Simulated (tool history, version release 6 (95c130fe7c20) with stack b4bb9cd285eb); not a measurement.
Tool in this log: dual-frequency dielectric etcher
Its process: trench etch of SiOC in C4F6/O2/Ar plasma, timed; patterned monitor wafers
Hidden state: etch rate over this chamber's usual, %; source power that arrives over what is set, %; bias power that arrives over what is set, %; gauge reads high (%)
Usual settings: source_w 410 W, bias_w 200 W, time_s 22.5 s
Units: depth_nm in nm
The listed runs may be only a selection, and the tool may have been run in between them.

run,hour,source_w,bias_w,time_s,wafers since the last listed run,hours since the last wet clean,hours since the last source power generator calibration,hours since the last bias power generator calibration,hours since the last upper electrode change,hours since the gauge calibration,"read-back reference wafer on the same gauge, depth_nm",depth_nm
1,0.0,410,169,21.0,0,173.2,2335.2,864.3,2956.4,480.2,50.11,45.37
2,33.3,410,169,21.0,563,206.5,2368.5,897.6,2989.7,513.5,50.10,45.32
3,124.0,460,200,22.5,1534,297.2,2459.2,988.3,3080.4,604.2,50.09,53.22
4,173.8,460,200,22.5,842,347.0,2509.0,1038.1,3130.2,654.0,50.11,53.16
5,243.0,410,200,22.5,1170,416.2,2578.2,1107.3,3199.4,723.2,50.13,50.27
# hour 407.0: wet clean of the chamber
# hour 437.6: upper electrode replaced
6,438.1,410,200,22.5,2488,31.1,2773.3,1302.4,0.5,918.3,50.10,50.05
# hour 453.5: source power generator calibrated
7,492.4,410,200,22.5,850,85.4,38.9,1356.7,54.8,972.6,50.10,51.30
8,543.6,410,200,22.5,866,136.6,90.1,1407.9,106.0,1023.8,50.11,51.16
# hour 586.6: gauge calibrated
9,604.8,360,200,22.5,1035,197.8,151.3,1469.1,167.2,18.2,50.10,48.05
10,630.1,360,200,22.5,427,223.1,176.6,1494.4,192.5,43.5,50.09,48.20
11,671.7,410,200,22.5,703,264.7,218.2,1536.0,234.1,85.1,50.12,51.25
12,717.6,500,160,20.5,776,310.6,264.1,1581.9,280.0,131.0,50.12,48.50
13,782.3,410,200,22.5,1094,375.3,328.8,1646.6,344.7,195.7,50.11,51.12
# hour 818.6: bias power generator calibrated
14,844.9,460,167,22.5,991,437.9,391.4,26.3,407.3,258.3,50.14,52.49
15,887.2,500,200,27.0,715,480.2,433.7,68.6,449.6,300.6,50.12,68.13
# hour 941.3: wet clean of the chamber
16,941.8,350,156,17.0,517,0.5,488.3,123.2,504.2,355.2,50.09,34.04
17,970.5,450,176,28.5,485,29.2,517.0,151.9,532.9,383.9,50.09,66.43
18,1028.7,410,162,22.5,984,87.4,575.2,210.1,591.1,442.1,50.11,49.11
19,1053.8,360,220,16.5,424,112.5,600.3,235.2,616.2,467.2,50.10,36.45
20,1106.3,410,160,19.5,888,165.0,652.8,287.7,668.7,519.7,50.06,42.32

What if the next run were any one of these 5? Each begins from the tool's condition after run 20:
A,1106.7,410,200,22.5,6,165.4,653.2,288.1,669.1,520.1,?,?
B,1106.7,480,200,28.0,6,165.4,653.2,288.1,669.1,520.1,?,?
C,1106.7,480,200,19.0,6,165.4,653.2,288.1,669.1,520.1,?,?
D,1106.7,350,183,15.5,6,165.4,653.2,288.1,669.1,520.1,?,?
E,1106.7,410,181,22.5,6,165.4,653.2,288.1,669.1,520.1,?,?

run,"read-back reference wafer on the same gauge, depth_nm",depth_nm
A,50.11,51.63
B,50.11,69.22
C,50.11,46.97
D,50.11,32.18
E,50.11,50.36
With no hidden state in the tool, these same runs would have given:
run,depth_nm
A,52.05
B,69.79
C,47.36
D,32.45
E,50.77
